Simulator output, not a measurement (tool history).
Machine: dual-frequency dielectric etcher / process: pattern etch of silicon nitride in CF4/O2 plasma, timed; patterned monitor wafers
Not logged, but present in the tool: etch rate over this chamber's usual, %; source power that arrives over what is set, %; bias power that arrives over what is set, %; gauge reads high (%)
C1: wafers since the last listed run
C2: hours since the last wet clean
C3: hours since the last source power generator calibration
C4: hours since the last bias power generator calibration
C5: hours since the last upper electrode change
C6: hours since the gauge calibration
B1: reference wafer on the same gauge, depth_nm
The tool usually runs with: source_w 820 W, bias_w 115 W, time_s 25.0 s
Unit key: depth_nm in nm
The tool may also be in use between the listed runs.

Run 1, day 0.000: usual settings; C1 0; C2 76.7; C3 2014.8; C4 4435.7; C5 2037.6; C6 43.3; B1 77.7. Result: depth_nm 65.9 nm.
Run 2, day 2.054: usual settings; C1 661; C2 126.0; C3 2064.1; C4 4485.0; C5 2086.9; C6 92.6; B1 77.6. Result: depth_nm 66.3 nm.
Run 3, day 4.938: usual settings; C1 928; C2 195.2; C3 2133.3; C4 4554.2; C5 2156.1; C6 161.8; B1 77.7. Result: depth_nm 66.1 nm.
Run 4, day 7.725: usual settings; C1 898; C2 262.1; C3 2200.2; C4 4621.1; C5 2223.0; C6 228.7; B1 77.7. Result: depth_nm 66.4 nm.
Run 5, day 9.662: usual settings; C1 624; C2 308.6; C3 2246.7; C4 4667.6; C5 2269.5; C6 275.2; B1 77.7. Result: depth_nm 66.5 nm.
At day 10.562: source power generator calibrated.
At day 11.029: upper electrode replaced.
Run 6, day 11.050: usual settings; C1 243; C2 341.9; C3 11.7; C4 4700.9; C5 0.5; C6 308.5; B1 77.7. Result: depth_nm 66.2 nm.
Run 7, day 12.521: usual settings but time_s 19.5 s; C1 473; C2 377.2; C3 47.0; C4 4736.2; C5 35.8; C6 343.8; B1 77.7. Result: depth_nm 51.8 nm.
Run 8, day 15.188: usual settings but source_w 950 W, bias_w 103 W, time_s 19.5 s; C1 859; C2 441.2; C3 111.0; C4 4800.2; C5 99.8; C6 407.8; B1 77.7. Result: depth_nm 56.3 nm.
Run 9, day 17.929: usual settings but bias_w 123 W, time_s 21.5 s; C1 883; C2 507.0; C3 176.8; C4 4866.0; C5 165.6; C6 473.6; B1 77.7. Result: depth_nm 59.1 nm.
At day 19.900: wet clean of the chamber.
Run 10, day 19.921: usual settings but bias_w 133 W, time_s 20.0 s; C1 319; C2 0.5; C3 224.6; C4 4913.8; C5 213.4; C6 521.4; B1 77.7. Result: depth_nm 56.1 nm.
Run 11, day 21.754: usual settings; C1 590; C2 44.5; C3 268.6; C4 4957.8; C5 257.4; C6 565.4; B1 77.7. Result: depth_nm 66.3 nm.
Run 12, day 26.058: usual settings; C1 1386; C2 147.8; C3 371.9; C4 5061.1; C5 360.7; C6 668.7; B1 77.7. Result: depth_nm 66.3 nm.
Run 13, day 27.867: usual settings; C1 582; C2 191.2; C3 415.3; C4 5104.5; C5 404.1; C6 712.1; B1 77.7. Result: depth_nm 66.8 nm.
Run 14, day 29.996: usual settings; C1 685; C2 242.3; C3 466.4; C4 5155.6; C5 455.2; C6 763.2; B1 77.7. Result: depth_nm 66.5 nm.
Run 15, day 32.188: usual settings but bias_w 133 W, time_s 20.0 s; C1 706; C2 294.9; C3 519.0; C4 5208.2; C5 507.8; C6 815.8; B1 77.7. Result: depth_nm 56.2 nm.
Run 16, day 34.192: usual settings; C1 645; C2 343.0; C3 567.1; C4 5256.3; C5 555.9; C6 863.9; B1 77.7. Result: depth_nm 66.8 nm.
Run 17, day 35.404: usual settings but bias_w 102 W, time_s 21.0 s; C1 390; C2 372.1; C3 596.2; C4 5285.4; C5 585.0; C6 893.0; B1 77.7. Result: depth_nm 53.7 nm.
At day 36.871: bias power generator calibrated.
Run 18, day 37.079: usual settings but source_w 1000 W, bias_w 90 W, time_s 28.5 s; C1 485; C2 412.3; C3 636.4; C4 5.0; C5 625.2; C6 933.2; B1 77.7. Result: depth_nm 81.8 nm.
Run 19, day 40.004: usual settings but time_s 22.5 s; C1 942; C2 482.5; C3 706.6; C4 75.2; C5 695.4; C6 1003.4; B1 77.7. Result: depth_nm 60.2 nm.
Run 20, day 41.842: usual settings but bias_w 94 W; C1 592; C2 526.6; C3 750.7; C4 119.3; C5 739.5; C6 1047.5; B1 77.7. Result: depth_nm 62.1 nm.
Run 21, day 43.312: usual settings but bias_w 125 W; C1 473; C2 561.9; C3 786.0; C4 154.6; C5 774.8; C6 1082.8; B1 77.7. Result: depth_nm 69.2 nm.
At day 44.662: wet clean of the chamber.
Run 22, day 45.475: usual settings; C1 374; C2 19.5; C3 837.9; C4 206.5; C5 826.7; C6 1134.7; B1 77.7. Result: depth_nm 66.0 nm.
Run 23, day 48.262: usual settings but source_w 1010 W, bias_w 130 W, time_s 28.0 s; C1 898; C2 86.4; C3 904.8; C4 273.4; C5 893.6; C6 1201.6; B1 77.7. Result: depth_nm 92.0 nm.
Run 24, day 49.833: usual settings but source_w 870 W, bias_w 93 W, time_s 20.0 s; C1 506; C2 124.1; C3 942.5; C4 311.1; C5 931.3; C6 1239.3; B1 77.7. Result: depth_nm 51.2 nm.
Run 25, day 55.746: usual settings but source_w 980 W, bias_w 105 W, time_s 19.5 s; C1 1904; C2 266.0; C3 1084.4; C4 453.0; C5 1073.2; C6 1381.2; B1 77.7. Result: depth_nm 57.9 nm.
Run 26, day 57.604: usual settings but source_w 930 W, bias_w 125 W, time_s 23.0 s; C1 598; C2 310.6; C3 1129.0; C4 497.6; C5 1117.8; C6 1425.8; B1 77.7. Result: depth_nm 69.8 nm.
Run 27, day 59.012: usual settings but time_s 28.5 s; C1 453; C2 344.4; C3 1162.8; C4 531.4; C5 1151.6; C6 1459.6; B1 77.7. Result: depth_nm 75.7 nm.
Run 28, day 61.896: usual settings but source_w 760 W, bias_w 105 W, time_s 31.5 s; C1 928; C2 413.6; C3 1232.0; C4 600.6; C5 1220.8; C6 1528.8; B1 77.7. Result: depth_nm 76.2 nm.
Run 29, day 63.608: usual settings; C1 551; C2 454.7; C3 1273.1; C4 641.7; C5 1261.9; C6 1569.9; B1 77.7. Result: depth_nm 66.5 nm.
Run 30, day 65.571: usual settings; C1 632; C2 501.8; C3 1320.2; C4 688.8; C5 1309.0; C6 1617.0; B1 77.7. Result: depth_nm 66.7 nm.

Here are 4 independent what-if runs from the current tool condition. What would each one return?
Run A, day 65.588: usual settings; C1 5; C2 502.2; C3 1320.6; C4 689.2; C5 1309.4; C6 1617.4; B1 ?. Result: depth_nm ?.
Run B, day 65.588: usual settings but source_w 750 W; C1 5; C2 502.2; C3 1320.6; C4 689.2; C5 1309.4; C6 1617.4; B1 ?. Result: depth_nm ?.
Run C, day 65.588: usual settings but source_w 760 W, bias_w 124 W, time_s 29.0 s; C1 5; C2 502.2; C3 1320.6; C4 689.2; C5 1309.4; C6 1617.4; B1 ?. Result: depth_nm ?.
Run D, day 65.588: usual settings but source_w 1020 W, time_s 23.0 s; C1 5; C2 502.2; C3 1320.6; C4 689.2; C5 1309.4; C6 1617.4; B1 ?. Result: depth_nm ?.

run    B1  depth_nm
  A  77.7      66.6
  B  77.7      62.0
  C  77.7      74.8
  D  77.7      73.3
Stripped of hidden state, with their random variation kept, the same runs would have yielded:
run  depth_nm
  A      65.9
  B      61.3
  C      74.0
  D      72.6
